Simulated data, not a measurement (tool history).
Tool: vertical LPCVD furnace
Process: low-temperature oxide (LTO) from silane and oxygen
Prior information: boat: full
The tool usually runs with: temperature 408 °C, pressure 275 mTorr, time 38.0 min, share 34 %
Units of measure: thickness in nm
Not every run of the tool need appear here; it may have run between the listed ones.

run     day  temperature  pressure  time  share  read-back reference wafer on the same gauge, thickness  thickness
  1   0.000          400       275  38.0     34                                                  437.13     371.31
  2   3.162          408       275  38.0     30                                                  436.67     340.53
  3   6.329          408       275  38.0     30                                                  437.12     342.52
  4   9.371          408       275  38.0     34                                                  437.12     408.79
  5  13.729          408       275  38.0     34                                                  436.98     409.61
     15.667  -- gauge calibrated
  6  16.812          408       275  38.0     34                                                  436.85     408.69
  7  21.192          408       275  38.0     34                                                  436.70     410.35
  8  24.400          408       275  38.0     34                                                  437.08     411.53
  9  27.721          408       275  38.0     34                                                  436.98     411.72
 10  29.788          403       235  38.0     36                                                  436.38     362.51
     31.692  -- silane flow controller replaced
 11  31.875          408       275  38.0     34                                                  437.26     411.75
     35.204  -- pressure gauge zeroed
 12  35.262          408       275  49.5     29                                                  437.01     411.47
     39.196  -- thermocouples replaced and temperature profile calibrated
 13  41.425          408       340  44.5     31                                                  436.76     503.80
 14  44.562          417       275  31.0     34                                                  437.23     356.57
 15  47.929          408       275  48.0     40                                                  437.30     616.34
 16  49.975          411       295  43.5     28                                                  437.28     382.99
 17  52.088          408       275  38.0     34                                                  437.35     397.08

Give the tool's hidden conditions for every run:
true tube temperature minus thermocouple reading, K: 0 in every run
deviation of the silane flow from its setpoint, %: 0 in every run
gauge reads high (%): 0 in every run
H1: true pressure minus gauge reading, mTorr
run    H1
  1  9.66
  2  9.97
  3  10.3
  4  10.6
  5    11
  6  11.3
  7  11.8
  8  12.1
  9  12.4
 10  12.6
 11  12.8
 12  1.08
 13  1.69
 14     2
 15  2.34
 16  2.54
 17  2.75

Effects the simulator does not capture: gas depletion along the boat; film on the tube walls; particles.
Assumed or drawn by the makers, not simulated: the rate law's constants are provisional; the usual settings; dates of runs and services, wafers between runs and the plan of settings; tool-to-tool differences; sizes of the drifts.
